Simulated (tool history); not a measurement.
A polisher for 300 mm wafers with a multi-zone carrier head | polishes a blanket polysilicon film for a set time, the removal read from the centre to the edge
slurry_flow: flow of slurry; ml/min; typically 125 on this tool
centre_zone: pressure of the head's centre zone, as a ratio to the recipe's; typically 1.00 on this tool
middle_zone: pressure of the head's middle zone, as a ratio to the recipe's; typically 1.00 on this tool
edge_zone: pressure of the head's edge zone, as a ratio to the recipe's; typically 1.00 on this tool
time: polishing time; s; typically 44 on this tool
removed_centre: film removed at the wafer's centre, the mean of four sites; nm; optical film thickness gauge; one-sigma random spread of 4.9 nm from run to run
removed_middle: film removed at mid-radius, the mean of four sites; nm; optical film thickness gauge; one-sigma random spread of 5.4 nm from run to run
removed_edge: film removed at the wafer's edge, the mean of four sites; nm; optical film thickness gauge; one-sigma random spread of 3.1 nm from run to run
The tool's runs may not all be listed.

| run | hour | slurry_flow | centre_zone | middle_zone | edge_zone | time | wafers since the last listed run | wafers polished on this pad | hours since the slurry nozzle was cleaned | hours since the centre zone pressure was calibrated | hours since the edge zone pressure was calibrated | hours since the carrier head's membrane was replaced | incoming thickness of the incoming film, nm | removed_centre | removed_middle | removed_edge |
|---|---|---|---|---|---|---|---|---|---|---|---|---|---|---|---|---|
| 1 | 0.0 | 125 | 1.04 | 1.00 | 1.03 | 44 | 0 | 482 | 366.2 | 747.9 | 320.9 | 1881.6 | 1297.2 | 463.8 | 401.3 | 404.6 |
| 2 | 13.3 | 125 | 1.04 | 1.00 | 1.03 | 44 | 219 | 701 | 379.5 | 761.2 | 334.2 | 1894.9 | 1326.3 | 465.5 | 387.2 | 400.6 |
| 3 | 23.5 | 125 | 1.00 | 1.00 | 1.00 | 44 | 168 | 869 | 389.7 | 771.4 | 344.4 | 1905.1 | 1335.7 | 449.3 | 403.2 | 399.6 |
|  | 36.7 | worn pad replaced by a new one |
| 4 | 37.2 | 125 | 1.00 | 1.00 | 1.00 | 44 | 160 | 8 | 403.4 | 785.1 | 358.1 | 1918.8 | 1326.4 | 455.2 | 400.4 | 400.7 |
| 5 | 41.4 | 125 | 1.00 | 1.00 | 1.00 | 44 | 69 | 77 | 407.6 | 789.3 | 362.3 | 1923.0 | 1339.7 | 460.1 | 403.3 | 401.2 |
|  | 51.3 | carrier head's membrane replaced by a new one |
| 6 | 51.8 | 125 | 1.00 | 1.00 | 1.00 | 44 | 89 | 167 | 418.0 | 799.7 | 372.7 | 0.5 | 1323.0 | 445.8 | 398.1 | 395.6 |
| 7 | 56.4 | 125 | 1.00 | 1.00 | 1.00 | 44 | 75 | 242 | 422.6 | 804.3 | 377.3 | 5.1 | 1326.2 | 448.3 | 395.2 | 396.3 |
| 8 | 63.8 | 125 | 1.00 | 0.93 | 1.00 | 51 | 122 | 365 | 430.0 | 811.7 | 384.7 | 12.5 | 1312.5 | 517.4 | 439.7 | 467.9 |
| 9 | 72.5 | 125 | 1.00 | 0.93 | 1.00 | 51 | 143 | 508 | 438.7 | 820.4 | 393.4 | 21.2 | 1326.0 | 534.1 | 444.1 | 468.7 |
|  | 87.9 | slurry nozzle cleaned |
| 10 | 88.8 | 105 | 1.00 | 1.00 | 0.93 | 44 | 252 | 760 | 0.9 | 836.7 | 409.7 | 37.5 | 1322.8 | 430.8 | 383.5 | 379.6 |
| 11 | 99.0 | 125 | 1.00 | 1.11 | 1.09 | 50 | 168 | 929 | 11.1 | 846.9 | 419.9 | 47.7 | 1310.9 | 519.2 | 488.0 | 476.7 |
|  | 105.5 | worn pad replaced by a new one |
| 12 | 115.7 | 165 | 1.05 | 0.89 | 1.03 | 44 | 209 | 168 | 27.8 | 863.6 | 436.6 | 64.4 | 1323.0 | 515.3 | 380.1 | 422.3 |
| 13 | 130.0 | 165 | 1.05 | 0.89 | 1.03 | 44 | 235 | 404 | 42.1 | 877.9 | 450.9 | 78.7 | 1326.1 | 503.7 | 399.7 | 419.7 |

The next listed run, before its measurement:
|  | 141.5 | edge zone pressure recalibrated |
| 14 | 145.9 | 125 | 1.00 | 1.00 | 1.00 | 44 | 229 | 633 | 58.0 | 893.8 | 4.4 | 94.6 | 1318.4 | ? | ? | ? |

Run 14 gave removed_centre 450.5 nm, removed_middle 390.3 nm, removed_edge 394.6 nm.
Had the tool carried no hidden state, the very same run would have given removed_centre 391.9 nm, removed_middle 390.6 nm, removed_edge 394.6 nm.
